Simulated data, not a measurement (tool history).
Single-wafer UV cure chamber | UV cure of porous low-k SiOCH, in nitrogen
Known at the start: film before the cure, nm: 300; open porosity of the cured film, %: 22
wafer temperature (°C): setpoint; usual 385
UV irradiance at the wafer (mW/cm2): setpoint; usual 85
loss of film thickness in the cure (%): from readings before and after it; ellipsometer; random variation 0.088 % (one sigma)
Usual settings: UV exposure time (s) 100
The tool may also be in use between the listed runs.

run	day	wafer temperature (°C)	UV exposure time (s)	UV irradiance at the wafer (mW/cm2)	loss of film thickness in the cure (%)
1	0.000	385	100	85	6.194
2	0.262	385	100	85	6.230
3	0.879	385	100	85	6.397
4	1.192	385	100	85	6.138
5	1.742	385	65	85	4.630
6	2.358	385	65	85	4.788
7	2.996	385	100	85	6.152
8	3.692	385	100	85	6.090
9	4.375	385	100	85	6.238
10	4.725	385	100	55	4.641
11	5.129	397	45	70	3.140
12	5.767	385	100	85	6.127
13	6.504	385	100	55	4.541
14	6.825	385	100	85	6.043
15	7.371	392	40	122	4.188
16	7.675	385	60	85	4.416
17	8.450	378	120	106	8.295
18	9.208	404	75	85	6.105
19	9.362	385	100	85	7.061
20	9.621	379	85	85	6.251
21	11.500	368	100	85	6.421

Not shown: 2 entries that the log had between the listed runs. Between which runs, and how does the tool's hidden state differ before and after?
Between runs 16 and 17: quartz window cleaned (day 8.429)
  transmission lost against a clean window, %: 21.9 -> 1.83
  measured less the result without the state, loss of film thickness in the cure (%): -0.827 -> -0.073
Between runs 17 and 18: UV bulbs replaced (day 9.188)
  transmission lost against a clean window, %: 1.83 -> 3.96
  measured less the result without the state, loss of film thickness in the cure (%): -0.073 -> -0.150

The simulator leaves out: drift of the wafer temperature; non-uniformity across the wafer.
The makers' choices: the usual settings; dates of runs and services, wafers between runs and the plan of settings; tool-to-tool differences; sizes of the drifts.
